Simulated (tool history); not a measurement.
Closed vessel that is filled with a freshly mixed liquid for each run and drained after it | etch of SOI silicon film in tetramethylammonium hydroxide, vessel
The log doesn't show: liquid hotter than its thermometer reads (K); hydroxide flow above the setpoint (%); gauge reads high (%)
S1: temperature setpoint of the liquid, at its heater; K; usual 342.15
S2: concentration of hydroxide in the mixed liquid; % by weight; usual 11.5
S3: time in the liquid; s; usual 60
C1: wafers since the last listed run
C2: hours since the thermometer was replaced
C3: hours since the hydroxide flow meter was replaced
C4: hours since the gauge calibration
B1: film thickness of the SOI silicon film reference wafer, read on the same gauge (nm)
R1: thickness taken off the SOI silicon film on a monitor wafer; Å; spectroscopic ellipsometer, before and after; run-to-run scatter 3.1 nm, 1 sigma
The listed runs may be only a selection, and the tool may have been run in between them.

run     day      S1    S2  S3     C1      C2      C3      C4      B1      R1
  1       0  346.15  11.5  60      0  1443.2  1738.4   955.1  150.01  4350.6
  2   2.408  342.15  11.5  60   5083    1501  1796.2  1012.9  150.02  3528.7
  3    5.35  342.15   8.5  60   6209  1571.6  1866.8  1083.5     150  3880.8
  4   7.608  344.15     9  60   4767  1625.8    1921  1137.7  149.97  4299.9
  5   8.862  344.15     9  60   2647  1655.9  1951.1  1167.8  149.99  4263.1
  6    11.8  344.15     9  60   6200  1726.4  2021.6  1238.3  150.02  4329.5
  7  13.342  342.15  11.5  60   3254  1763.4  2058.6  1275.3  150.01  3475.8
  8  16.338  342.15  11.5  60   6323  1835.3  2130.5  1347.2  150.01  3467.8
  9  17.779  342.15  11.5  60   3043  1869.9  2165.1  1381.8     150  3488.5
     17.875  -- hydroxide flow meter replaced
 10  20.121  347.65    15  95   4854  1926.1    53.9    1438  150.04  7066.5
 11  23.067  342.15  11.5  60   6218  1996.8   124.6  1508.7  149.96  3646.6
 12  26.208  342.15  11.5  60   6631  2072.2     200  1584.1  149.99    3592
     27.062  -- gauge calibrated
 13  29.033  334.65  11.5  80   5963    2140   267.8    47.3  150.03  3080.8
 14  30.379  342.15    13  70   2840  2172.3   300.1    79.6  150.03  3990.3
 15  31.467  336.65     9  40   2295  2198.4   326.2   105.7  150.03    1896
 16  35.208  350.15  11.5  60   7898  2288.2     416   195.5  149.99  5740.4
     39.033  -- thermometer replaced
 17  43.379  337.15  11.5  85  17159   104.3   612.1   391.6  149.99  3626.4
 18  44.754  342.15  11.5  60   2902   137.3   645.1   424.6  149.97  3460.5
 19  46.621  342.15  11.5  60   3940   182.1   689.9   469.4  149.97  3445.2
 20  48.867  337.65    14  50   4740     236   743.8   523.3  149.98  2007.5
 21  50.158  342.15  11.5  85   2726     267   774.8   554.3     150  4903.2
 22  52.788  342.15  11.5  60   5549   330.1   837.9   617.4  149.96  3465.4
 23  54.562  337.15    13  75   3746   372.7   880.5     660     150  3045.4
 24  56.812  345.15  12.5  60   4749   426.7   934.5     714  150.02    3968
 25      65  339.15   8.5  80  17282   623.2    1131   910.5  149.99  4320.8
 26  67.567  342.15  11.5  60   5417   684.8  1192.6   972.1  149.98  3476.1
 27  69.179  348.15    14  50   3403   723.5  1231.3  1010.8  150.05  3662.9
 28  71.296  346.65  13.5  85   4467   774.3  1282.1  1061.6     150  5894.8
 29  73.475  342.15   9.5  60   4599   826.6  1334.4  1113.9  150.03  3694.3
 30  75.071  342.15  11.5  60   3368   864.9  1372.7  1152.2  149.96  3459.4
 31  81.308  342.15  11.5  60  13166  1014.6  1522.4  1301.9  150.02  3428.9
 32  83.767  342.15  11.5  60   5189  1073.6  1581.4  1360.9  150.02  3457.5
 33  85.746  349.65    10  35   4177  1121.1  1628.9  1408.4  149.99    3238

Predict each of these 5 candidate next runs independently; none follows another, all start after run 33:
  A  85.775  342.15  11.5  60  61  1121.8  1629.6  1409.1   ?   ?
  B  85.775  348.15  11.5  60  61  1121.8  1629.6  1409.1   ?   ?
  C  85.775  342.15     9  60  61  1121.8  1629.6  1409.1   ?   ?
  D  85.775  347.15  13.5  30  61  1121.8  1629.6  1409.1   ?   ?
  E  85.775  347.65   8.5  60  61  1121.8  1629.6  1409.1   ?   ?

run   B1      R1
  A  150  3459.6
  B  150    4897
  C  150  3791.6
  D  150  2140.4
  E  150    5334
With the hidden condition removed and each run's random variation left untouched, the same runs would have given:
run      R1
  A  3501.1
  B  4959.2
  C  3830.7
  D  2185.9
  E    5380

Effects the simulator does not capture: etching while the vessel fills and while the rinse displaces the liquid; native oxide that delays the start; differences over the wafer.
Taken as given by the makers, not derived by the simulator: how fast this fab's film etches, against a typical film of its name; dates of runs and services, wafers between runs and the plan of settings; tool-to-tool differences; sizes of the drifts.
